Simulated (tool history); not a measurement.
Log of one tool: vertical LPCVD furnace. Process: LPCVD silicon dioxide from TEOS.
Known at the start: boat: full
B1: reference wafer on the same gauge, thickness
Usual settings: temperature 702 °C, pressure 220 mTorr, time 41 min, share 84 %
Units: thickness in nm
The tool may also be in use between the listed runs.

Run 1, day 0: usual settings; B1 316.61. Result: thickness 286.24 nm.
Run 2, day 2.75: usual settings; B1 316.86. Result: thickness 284.67 nm.
Run 3, day 5.283: usual settings; B1 317.12. Result: thickness 287.6 nm.
Run 4, day 7.875: usual settings but temperature 699 °C; B1 317.29. Result: thickness 268.16 nm.
Run 5, day 9.429: usual settings but temperature 699 °C; B1 318.37. Result: thickness 269.15 nm.
Run 6, day 11.171: usual settings but pressure 255 mTorr, share 77 %; B1 318.72. Result: thickness 298.12 nm.
Run 7, day 13.029: usual settings but pressure 255 mTorr, share 77 %; B1 318.54. Result: thickness 298.02 nm.
Run 8, day 15.246: usual settings; B1 319.46. Result: thickness 290.66 nm.
Run 9, day 16.708: usual settings; B1 320.39. Result: thickness 288.72 nm.
Run 10, day 19.425: usual settings; B1 320.88. Result: thickness 289.93 nm.
At day 22.017: TEOS flow controller replaced.
Run 11, day 22.038: usual settings; B1 322.31. Result: thickness 291.5 nm.
At day 24.338: pressure gauge zeroed.
Run 12, day 24.358: usual settings; B1 322.7. Result: thickness 294.52 nm.
Run 13, day 25.746: usual settings; B1 323.76. Result: thickness 294.2 nm.
Run 14, day 27.054: usual settings; B1 324.25. Result: thickness 293.24 nm.
Run 15, day 29.829: usual settings but temperature 691 °C, pressure 200 mTorr, time 37 min; B1 325.76. Result: thickness 196.79 nm.
At day 33.512: thermocouples replaced and temperature profile calibrated.
Run 16, day 33.533: usual settings but share 70 %; B1 327.88. Result: thickness 270.64 nm.
Run 17, day 34.621: usual settings but pressure 235 mTorr, share 75 %; B1 328.5. Result: thickness 289.37 nm.
Run 18, day 36.321: usual settings but temperature 709 °C, share 77 %; B1 328.52. Result: thickness 332.75 nm.
At day 40.588: gauge calibrated.
Run 19, day 43.425: usual settings; B1 316.03. Result: thickness 286.85 nm.
Run 20, day 45.35: usual settings but time 28.5 min, share 68 %; B1 315.29. Result: thickness 177.9 nm.
Run 21, day 46.925: usual settings; B1 314.89. Result: thickness 286.01 nm.
Run 22, day 48.125: usual settings; B1 316.34. Result: thickness 285.56 nm.
Run 23, day 50.021: usual settings but time 53 min; B1 316.23. Result: thickness 367.44 nm.
Run 24, day 51.338: usual settings but temperature 694 °C, pressure 235 mTorr, time 30 min, share 69 %; B1 315.7. Result: thickness 161.53 nm.
Run 25, day 53.142: usual settings but pressure 255 mTorr, time 35 min, share 73 %; B1 316.63. Result: thickness 243.19 nm.
Run 26, day 54.429: usual settings but temperature 696 °C, pressure 250 mTorr, time 36 min, share 79 %; B1 317.19. Result: thickness 226.56 nm.

5 ways to go on from here, each from the tool as it stands after run 26. What would each give?
Run A, day 54.633: usual settings but temperature 712 °C; B1 ?. Result: thickness ?.
Run B, day 54.633: usual settings but share 75 %; B1 ?. Result: thickness ?.
Run C, day 54.633: usual settings but share 92 %; B1 ?. Result: thickness ?.
Run D, day 54.633: usual settings but time 48 min; B1 ?. Result: thickness ?.
Run E, day 54.633: usual settings but temperature 699 °C, pressure 200 mTorr; B1 ?. Result: thickness ?.

run     B1  thickness
  A  316.9     364.05
  B  316.9     273.52
  C  316.9     302.94
  D  316.9     338.89
  E  316.9     257.41
Without the tool's hidden state the same runs would have given:
run  thickness
  A     363.14
  B     272.84
  C     302.19
  D     338.05
  E     256.78
